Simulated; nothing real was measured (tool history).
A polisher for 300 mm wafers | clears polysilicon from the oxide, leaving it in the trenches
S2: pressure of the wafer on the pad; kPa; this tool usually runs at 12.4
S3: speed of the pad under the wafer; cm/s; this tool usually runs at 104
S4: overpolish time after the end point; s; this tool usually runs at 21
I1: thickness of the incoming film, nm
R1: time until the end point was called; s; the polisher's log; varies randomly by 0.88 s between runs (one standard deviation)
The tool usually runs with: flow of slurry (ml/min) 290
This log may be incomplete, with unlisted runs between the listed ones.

run 1 day=0.000 | flow_of_slurry_(ml/min)=290 S2=12.4 S3=126 S4=26 | I1=692.2 | R1=72.5
-- day=0.075 slurry nozzle cleaned
-- day=0.100 worn pad replaced by a new one
run 2 day=4.071 | flow_of_slurry_(ml/min)=250 S2=12.4 S3=104 S4=21 | I1=679.5 | R1=81.1
run 3 day=6.250 | flow_of_slurry_(ml/min)=250 S2=12.4 S3=104 S4=21 | I1=688.6 | R1=86.2
run 4 day=10.262 | flow_of_slurry_(ml/min)=290 S2=14.5 S3=104 S4=21 | I1=691.7 | R1=77.2
-- day=12.067 worn pad replaced by a new one
-- day=21.492 head pressure recalibrated
run 5 day=22.571 | flow_of_slurry_(ml/min)=290 S2=14.5 S3=104 S4=21 | I1=687.1 | R1=75.8
-- day=23.629 worn pad replaced by a new one
run 6 day=24.092 | flow_of_slurry_(ml/min)=290 S2=12.4 S3=104 S4=21 | I1=687.7 | R1=79.3
-- day=25.367 slurry nozzle cleaned
run 7 day=27.275 | flow_of_slurry_(ml/min)=290 S2=12.4 S3=104 S4=21 | I1=690.9 | R1=80.1
run 8 day=28.796 | flow_of_slurry_(ml/min)=290 S2=12.4 S3=120 S4=21 | I1=692.1 | R1=71.6
run 9 day=32.575 | flow_of_slurry_(ml/min)=290 S2=12.4 S3=104 S4=21 | I1=703.5 | R1=86.8
-- day=35.279 worn pad replaced by a new one, of another model than before
run 10 day=36.933 | flow_of_slurry_(ml/min)=345 S2=12.4 S3=104 S4=21 | I1=676.3 | R1=76.4
run 11 day=41.325 | flow_of_slurry_(ml/min)=220 S2=12.4 S3=90 S4=21 | I1=688.5 | R1=93.4
run 12 day=42.921 | flow_of_slurry_(ml/min)=290 S2=12.4 S3=84 S4=27 | I1=687.7 | R1=95.4
-- day=45.392 worn pad replaced by a new one
run 13 day=46.329 | flow_of_slurry_(ml/min)=390 S2=12.4 S3=80 S4=21 | I1=692.5 | R1=93.5
-- day=47.246 slurry nozzle cleaned
run 14 day=48.433 | flow_of_slurry_(ml/min)=290 S2=12.4 S3=104 S4=21 | I1=693.6 | R1=80.9
run 15 day=52.517 | flow_of_slurry_(ml/min)=195 S2=12.4 S3=74 S4=21 | I1=690.8 | R1=116.0

Each row is a separate what-if for the run after 15, all from the same tool condition, not one after another. Results?
run A day=52.538 | flow_of_slurry_(ml/min)=290 S2=12.4 S3=104 S4=21 | I1=685.4 | R1=?
run B day=52.538 | flow_of_slurry_(ml/min)=375 S2=10.3 S3=136 S4=27 | I1=685.4 | R1=?
run C day=52.538 | flow_of_slurry_(ml/min)=345 S2=12.4 S3=128 S4=21 | I1=685.4 | R1=?
run D day=52.538 | flow_of_slurry_(ml/min)=320 S2=9.7 S3=104 S4=21 | I1=685.4 | R1=?

run=A R1=82.7
run=B R1=74.8
run=C R1=69.7
run=D R1=96.5
Without the tool's hidden state the same runs would have given:
run=A R1=77.2
run=B R1=69.8
run=C R1=65.1
run=D R1=90.2
